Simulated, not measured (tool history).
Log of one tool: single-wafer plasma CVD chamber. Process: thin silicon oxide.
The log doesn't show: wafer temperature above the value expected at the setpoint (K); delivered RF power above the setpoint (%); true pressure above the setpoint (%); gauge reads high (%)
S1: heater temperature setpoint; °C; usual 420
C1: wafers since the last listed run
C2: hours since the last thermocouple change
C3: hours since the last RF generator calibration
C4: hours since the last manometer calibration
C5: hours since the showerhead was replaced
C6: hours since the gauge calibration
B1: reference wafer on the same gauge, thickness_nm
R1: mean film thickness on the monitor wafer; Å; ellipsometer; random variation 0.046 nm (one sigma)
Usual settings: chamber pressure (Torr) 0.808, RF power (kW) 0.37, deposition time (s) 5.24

{"run": 1, "hour": 0.0, "S1": 420, "chamber pressure (Torr)": 0.808, "RF power (kW)": 0.37, "deposition time (s)": 4.58, "C1": 0, "C2": 2291, "C3": 1153.9, "C4": 1670.6, "C5": 3148.6, "C6": 330.2, "B1": 8.789, "R1": 78.39}
{"run": 2, "hour": 175.2, "S1": 420, "chamber pressure (Torr)": 0.808, "RF power (kW)": 0.37, "deposition time (s)": 4.58, "C1": 6440, "C2": 2466.2, "C3": 1329.1, "C4": 1845.8, "C5": 3323.8, "C6": 505.4, "B1": 8.775, "R1": 78.07}
{"run": 3, "hour": 226.3, "S1": 420, "chamber pressure (Torr)": 0.808, "RF power (kW)": 0.37, "deposition time (s)": 4.58, "C1": 1878, "C2": 2517.3, "C3": 1380.2, "C4": 1896.9, "C5": 3374.9, "C6": 556.5, "B1": 8.78, "R1": 77.05}
{"run": 4, "hour": 288.6, "S1": 431, "chamber pressure (Torr)": 0.808, "RF power (kW)": 0.37, "deposition time (s)": 5.24, "C1": 2290, "C2": 2579.6, "C3": 1442.5, "C4": 1959.2, "C5": 3437.2, "C6": 618.8, "B1": 8.782, "R1": 88.07}
{"run": 5, "hour": 336.1, "S1": 431, "chamber pressure (Torr)": 0.808, "RF power (kW)": 0.37, "deposition time (s)": 5.24, "C1": 1746, "C2": 2627.1, "C3": 1490, "C4": 2006.7, "C5": 3484.7, "C6": 666.3, "B1": 8.787, "R1": 88.46}
{"run": 6, "hour": 362.4, "S1": 431, "chamber pressure (Torr)": 0.808, "RF power (kW)": 0.37, "deposition time (s)": 5.24, "C1": 966, "C2": 2653.4, "C3": 1516.3, "C4": 2033, "C5": 3511, "C6": 692.6, "B1": 8.77, "R1": 88.61}
{"run": 7, "hour": 423.8, "S1": 414, "chamber pressure (Torr)": 0.808, "RF power (kW)": 0.37, "deposition time (s)": 5.24, "C1": 2256, "C2": 2714.8, "C3": 1577.7, "C4": 2094.4, "C5": 3572.4, "C6": 754, "B1": 8.796, "R1": 89.32}
{"run": 8, "hour": 447.9, "S1": 414, "chamber pressure (Torr)": 0.808, "RF power (kW)": 0.37, "deposition time (s)": 5.24, "C1": 885, "C2": 2738.9, "C3": 1601.8, "C4": 2118.5, "C5": 3596.5, "C6": 778.1, "B1": 8.803, "R1": 89.66}
{"run": 9, "hour": 488.5, "S1": 420, "chamber pressure (Torr)": 0.808, "RF power (kW)": 0.37, "deposition time (s)": 5.24, "C1": 1492, "C2": 2779.5, "C3": 1642.4, "C4": 2159.1, "C5": 3637.1, "C6": 818.7, "B1": 8.779, "R1": 88.17}
{"hour": 543.5, "done": "thermocouple changed; heater temperature recalibrated"}
{"run": 10, "hour": 552.0, "S1": 420, "chamber pressure (Torr)": 0.808, "RF power (kW)": 0.37, "deposition time (s)": 5.24, "C1": 2040, "C2": 8.5, "C3": 1705.9, "C4": 2222.6, "C5": 3700.6, "C6": 882.2, "B1": 8.794, "R1": 88.4}
{"run": 11, "hour": 617.9, "S1": 420, "chamber pressure (Torr)": 0.808, "RF power (kW)": 0.37, "deposition time (s)": 5.24, "C1": 2422, "C2": 74.4, "C3": 1771.8, "C4": 2288.5, "C5": 3766.5, "C6": 948.1, "B1": 8.778, "R1": 89.14}
{"run": 12, "hour": 646.8, "S1": 420, "chamber pressure (Torr)": 0.808, "RF power (kW)": 0.37, "deposition time (s)": 5.24, "C1": 1062, "C2": 103.3, "C3": 1800.7, "C4": 2317.4, "C5": 3795.4, "C6": 977, "B1": 8.805, "R1": 88.65}
{"run": 13, "hour": 711.2, "S1": 420, "chamber pressure (Torr)": 0.808, "RF power (kW)": 0.37, "deposition time (s)": 5.24, "C1": 2367, "C2": 167.7, "C3": 1865.1, "C4": 2381.8, "C5": 3859.8, "C6": 1041.4, "B1": 8.784, "R1": 88.94}
{"hour": 732.2, "done": "capacitance manometer re-zeroed and calibrated"}
{"run": 14, "hour": 766.8, "S1": 420, "chamber pressure (Torr)": 0.808, "RF power (kW)": 0.42, "deposition time (s)": 5.24, "C1": 1749, "C2": 223.3, "C3": 1920.7, "C4": 34.6, "C5": 3915.4, "C6": 1097, "B1": 8.793, "R1": 95.06}
{"run": 15, "hour": 792.1, "S1": 420, "chamber pressure (Torr)": 0.808, "RF power (kW)": 0.41, "deposition time (s)": 5.85, "C1": 929, "C2": 248.6, "C3": 1946, "C4": 59.9, "C5": 3940.7, "C6": 1122.3, "B1": 8.772, "R1": 106.31}
{"hour": 839.9, "done": "showerhead replaced"}
{"run": 16, "hour": 840.2, "S1": 416, "chamber pressure (Torr)": 0.623, "RF power (kW)": 0.37, "deposition time (s)": 5.54, "C1": 1474, "C2": 296.7, "C3": 1994.1, "C4": 108, "C5": 0.3, "C6": 1170.4, "B1": 8.794, "R1": 75.42}
{"run": 17, "hour": 866.8, "S1": 420, "chamber pressure (Torr)": 0.808, "RF power (kW)": 0.37, "deposition time (s)": 5.24, "C1": 977, "C2": 323.3, "C3": 2020.7, "C4": 134.6, "C5": 26.9, "C6": 1197, "B1": 8.796, "R1": 88.8}
{"run": 18, "hour": 924.2, "S1": 431, "chamber pressure (Torr)": 0.808, "RF power (kW)": 0.37, "deposition time (s)": 5.24, "C1": 2109, "C2": 380.7, "C3": 2078.1, "C4": 192, "C5": 84.3, "C6": 1254.4, "B1": 8.804, "R1": 88.14}
{"run": 19, "hour": 968.5, "S1": 428, "chamber pressure (Torr)": 0.711, "RF power (kW)": 0.3, "deposition time (s)": 5.54, "C1": 1628, "C2": 425, "C3": 2122.4, "C4": 236.3, "C5": 128.6, "C6": 1298.7, "B1": 8.778, "R1": 71.08}
{"hour": 992.2, "done": "RF generator calibrated"}
{"run": 20, "hour": 1004.7, "S1": 416, "chamber pressure (Torr)": 0.962, "RF power (kW)": 0.405, "deposition time (s)": 5.24, "C1": 1036, "C2": 461.2, "C3": 12.5, "C4": 272.5, "C5": 164.8, "C6": 1334.9, "B1": 8.803, "R1": 110.37}
{"run": 21, "hour": 1064.0, "S1": 420, "chamber pressure (Torr)": 0.808, "RF power (kW)": 0.37, "deposition time (s)": 5.24, "C1": 2179, "C2": 520.5, "C3": 71.8, "C4": 331.8, "C5": 224.1, "C6": 1394.2, "B1": 8.81, "R1": 91.81}
{"hour": 1065.8, "done": "gauge calibrated"}
{"run": 22, "hour": 1127.5, "S1": 413, "chamber pressure (Torr)": 0.613, "RF power (kW)": 0.31, "deposition time (s)": 6.25, "C1": 2334, "C2": 584, "C3": 135.3, "C4": 395.3, "C5": 287.6, "C6": 61.7, "B1": 8.792, "R1": 75.06}
{"run": 23, "hour": 1156.5, "S1": 415, "chamber pressure (Torr)": 0.704, "RF power (kW)": 0.37, "deposition time (s)": 5.24, "C1": 1065, "C2": 613, "C3": 164.3, "C4": 424.3, "C5": 316.6, "C6": 90.7, "B1": 8.763, "R1": 81.33}
{"run": 24, "hour": 1213.4, "S1": 414, "chamber pressure (Torr)": 0.714, "RF power (kW)": 0.37, "deposition time (s)": 5.24, "C1": 2091, "C2": 669.9, "C3": 221.2, "C4": 481.2, "C5": 373.5, "C6": 147.6, "B1": 8.808, "R1": 81.6}
{"run": 25, "hour": 1259.1, "S1": 434, "chamber pressure (Torr)": 0.703, "RF power (kW)": 0.39, "deposition time (s)": 4.44, "C1": 1679, "C2": 715.6, "C3": 266.9, "C4": 526.9, "C5": 419.2, "C6": 193.3, "B1": 8.78, "R1": 69.16}
{"run": 26, "hour": 1297.7, "S1": 409, "chamber pressure (Torr)": 0.91, "RF power (kW)": 0.4, "deposition time (s)": 4.45, "C1": 1418, "C2": 754.2, "C3": 305.5, "C4": 565.5, "C5": 457.8, "C6": 231.9, "B1": 8.787, "R1": 87.85}
{"run": 27, "hour": 1334.5, "S1": 416, "chamber pressure (Torr)": 0.911, "RF power (kW)": 0.37, "deposition time (s)": 4.24, "C1": 1352, "C2": 791, "C3": 342.3, "C4": 602.3, "C5": 494.6, "C6": 268.7, "B1": 8.772, "R1": 79.31}
{"run": 28, "hour": 1391.3, "S1": 420, "chamber pressure (Torr)": 0.808, "RF power (kW)": 0.37, "deposition time (s)": 6.07, "C1": 2087, "C2": 847.8, "C3": 399.1, "C4": 659.1, "C5": 551.4, "C6": 325.5, "B1": 8.792, "R1": 104.73}
{"run": 29, "hour": 1439.4, "S1": 420, "chamber pressure (Torr)": 0.808, "RF power (kW)": 0.37, "deposition time (s)": 5.24, "C1": 1768, "C2": 895.9, "C3": 447.2, "C4": 707.2, "C5": 599.5, "C6": 373.6, "B1": 8.79, "R1": 89.58}
{"run": 30, "hour": 1467.1, "S1": 428, "chamber pressure (Torr)": 0.808, "RF power (kW)": 0.37, "deposition time (s)": 4.85, "C1": 1018, "C2": 923.6, "C3": 474.9, "C4": 734.9, "C5": 627.2, "C6": 401.3, "B1": 8.806, "R1": 83.25}

Hidden state or all else? Some run-to-run changes of R1, split into what the settings, what came in and random variation would give without the hidden state, and what is left for the hidden state (with any gauge scatter that isn't in both results):
Run 15 -> 16: S1 420 -> 416, chamber pressure (Torr) 0.808 -> 0.623, RF power (kW) 0.41 -> 0.37, deposition time (s) 5.85 -> 5.54, showerhead replaced. R1 -30.89 Å: hidden state +0.74, all else -31.63.
Run 19 -> 20: S1 428 -> 416, chamber pressure (Torr) 0.711 -> 0.962, RF power (kW) 0.3 -> 0.405, deposition time (s) 5.54 -> 5.24, RF generator calibrated. R1 +39.29 Å: hidden state +2.04, all else +37.25.
Run 27 -> 28: S1 416 -> 420, chamber pressure (Torr) 0.911 -> 0.808, deposition time (s) 4.24 -> 6.07. R1 +25.42 Å: hidden state -0.58, all else +26.

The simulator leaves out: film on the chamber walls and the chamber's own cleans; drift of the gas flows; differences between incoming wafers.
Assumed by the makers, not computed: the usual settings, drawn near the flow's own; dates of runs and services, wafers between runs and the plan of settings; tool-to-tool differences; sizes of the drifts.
